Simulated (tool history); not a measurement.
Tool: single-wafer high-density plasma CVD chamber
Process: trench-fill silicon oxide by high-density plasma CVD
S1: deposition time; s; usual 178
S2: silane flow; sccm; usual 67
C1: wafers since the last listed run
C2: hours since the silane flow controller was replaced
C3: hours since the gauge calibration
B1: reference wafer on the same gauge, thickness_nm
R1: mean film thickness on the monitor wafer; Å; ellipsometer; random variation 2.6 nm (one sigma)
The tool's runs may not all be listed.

{"run": 1, "hour": 0.0, "S1": 158, "S2": 67, "C1": 0, "C2": 891.0, "C3": 573.8, "B1": 1460.357, "R1": 10943.15}
{"run": 2, "hour": 54.3, "S1": 158, "S2": 67, "C1": 519, "C2": 945.3, "C3": 628.1, "B1": 1459.92, "R1": 10895.14}
{"run": 3, "hour": 79.2, "S1": 158, "S2": 67, "C1": 238, "C2": 970.2, "C3": 653.0, "B1": 1459.983, "R1": 10968.46}
{"run": 4, "hour": 122.1, "S1": 178, "S2": 67, "C1": 410, "C2": 1013.1, "C3": 695.9, "B1": 1460.367, "R1": 12315.93}
{"run": 5, "hour": 184.9, "S1": 203, "S2": 67, "C1": 600, "C2": 1075.9, "C3": 758.7, "B1": 1459.558, "R1": 14007.76}
{"run": 6, "hour": 210.1, "S1": 203, "S2": 67, "C1": 241, "C2": 1101.1, "C3": 783.9, "B1": 1459.747, "R1": 14064.2}
{"run": 7, "hour": 238.8, "S1": 203, "S2": 67, "C1": 274, "C2": 1129.8, "C3": 812.6, "B1": 1460.411, "R1": 14071.15}
{"run": 8, "hour": 284.4, "S1": 178, "S2": 70, "C1": 436, "C2": 1175.4, "C3": 858.2, "B1": 1459.827, "R1": 12896.85}
{"run": 9, "hour": 367.8, "S1": 178, "S2": 70, "C1": 798, "C2": 1258.8, "C3": 941.6, "B1": 1459.908, "R1": 12845.72}
{"run": 10, "hour": 404.7, "S1": 178, "S2": 62, "C1": 353, "C2": 1295.7, "C3": 978.5, "B1": 1459.86, "R1": 11470.74}
{"run": 11, "hour": 452.3, "S1": 178, "S2": 62, "C1": 455, "C2": 1343.3, "C3": 1026.1, "B1": 1459.782, "R1": 11438.56}
{"run": 12, "hour": 521.7, "S1": 178, "S2": 62, "C1": 664, "C2": 1412.7, "C3": 1095.5, "B1": 1460.296, "R1": 11494.55}
{"run": 13, "hour": 566.2, "S1": 178, "S2": 77, "C1": 425, "C2": 1457.2, "C3": 1140.0, "B1": 1460.004, "R1": 14239.23}
{"hour": 624.3, "done": "gauge calibrated"}
{"run": 14, "hour": 630.8, "S1": 178, "S2": 77, "C1": 618, "C2": 1521.8, "C3": 6.5, "B1": 1459.676, "R1": 14237.31}
{"run": 15, "hour": 668.4, "S1": 178, "S2": 77, "C1": 359, "C2": 1559.4, "C3": 44.1, "B1": 1459.512, "R1": 14233.35}
{"run": 16, "hour": 727.0, "S1": 201, "S2": 67, "C1": 560, "C2": 1618.0, "C3": 102.7, "B1": 1460.069, "R1": 13977.3}
{"run": 17, "hour": 766.8, "S1": 201, "S2": 67, "C1": 380, "C2": 1657.8, "C3": 142.5, "B1": 1459.674, "R1": 14028.33}
{"run": 18, "hour": 829.2, "S1": 164, "S2": 71, "C1": 597, "C2": 1720.2, "C3": 204.9, "B1": 1459.706, "R1": 12154.29}
{"hour": 847.5, "done": "silane flow controller replaced"}
{"run": 19, "hour": 857.6, "S1": 178, "S2": 55, "C1": 195, "C2": 10.1, "C3": 233.3, "B1": 1459.209, "R1": 10116.48}
{"run": 20, "hour": 911.6, "S1": 211, "S2": 72, "C1": 516, "C2": 64.1, "C3": 287.3, "B1": 1459.5, "R1": 15665.33}
{"run": 21, "hour": 976.3, "S1": 152, "S2": 59, "C1": 619, "C2": 128.8, "C3": 352.0, "B1": 1460.071, "R1": 9280.17}
{"run": 22, "hour": 1015.4, "S1": 166, "S2": 79, "C1": 374, "C2": 167.9, "C3": 391.1, "B1": 1459.848, "R1": 13529.66}
{"run": 23, "hour": 1127.4, "S1": 143, "S2": 67, "C1": 1071, "C2": 279.9, "C3": 503.1, "B1": 1460.401, "R1": 9835.43}
{"run": 24, "hour": 1172.3, "S1": 178, "S2": 67, "C1": 429, "C2": 324.8, "C3": 548.0, "B1": 1459.865, "R1": 12297.7}
{"run": 25, "hour": 1216.6, "S1": 165, "S2": 72, "C1": 423, "C2": 369.1, "C3": 592.3, "B1": 1460.507, "R1": 12185.13}
{"run": 26, "hour": 1243.8, "S1": 178, "S2": 77, "C1": 260, "C2": 396.3, "C3": 619.5, "B1": 1460.907, "R1": 14106.33}
{"run": 27, "hour": 1279.6, "S1": 178, "S2": 56, "C1": 342, "C2": 432.1, "C3": 655.3, "B1": 1460.26, "R1": 10238.22}
{"run": 28, "hour": 1329.6, "S1": 154, "S2": 62, "C1": 478, "C2": 482.1, "C3": 705.3, "B1": 1460.253, "R1": 9866.47}
{"run": 29, "hour": 1376.8, "S1": 148, "S2": 72, "C1": 451, "C2": 529.3, "C3": 752.5, "B1": 1459.574, "R1": 10992.81}
{"run": 30, "hour": 1419.0, "S1": 178, "S2": 54, "C1": 403, "C2": 571.5, "C3": 794.7, "B1": 1459.504, "R1": 9935.85}
{"run": 31, "hour": 1489.1, "S1": 147, "S2": 56, "C1": 670, "C2": 641.6, "C3": 864.8, "B1": 1460.182, "R1": 8536.58}
{"run": 32, "hour": 1544.0, "S1": 178, "S2": 67, "C1": 525, "C2": 696.5, "C3": 919.7, "B1": 1460.788, "R1": 12286.6}
{"run": 33, "hour": 1609.7, "S1": 197, "S2": 80, "C1": 628, "C2": 762.2, "C3": 985.4, "B1": 1459.641, "R1": 16235.21}
{"run": 34, "hour": 1668.1, "S1": 178, "S2": 67, "C1": 558, "C2": 820.6, "C3": 1043.8, "B1": 1460.023, "R1": 12314.35}

The tool's hidden state at each run:
gauge reads high (%): 0 in every run
H1: delivered silane flow above the setpoint (%)
run=1 H1=0.411
run=2 H1=0.46
run=3 H1=0.483
run=4 H1=0.525
run=5 H1=0.59
run=6 H1=0.617
run=7 H1=0.648
run=8 H1=0.7
run=9 H1=0.8
run=10 H1=0.846
run=11 H1=0.908
run=12 H1=1
run=13 H1=1.06
run=14 H1=1.16
run=15 H1=1.22
run=16 H1=1.31
run=17 H1=1.37
run=18 H1=1.48
run=19 H1=0.198
run=20 H1=0.2
run=21 H1=0.206
run=22 H1=0.212
run=23 H1=0.236
run=24 H1=0.25
run=25 H1=0.265
run=26 H1=0.275
run=27 H1=0.29
run=28 H1=0.312
run=29 H1=0.336
run=30 H1=0.358
run=31 H1=0.4
run=32 H1=0.436
run=33 H1=0.483
run=34 H1=0.529
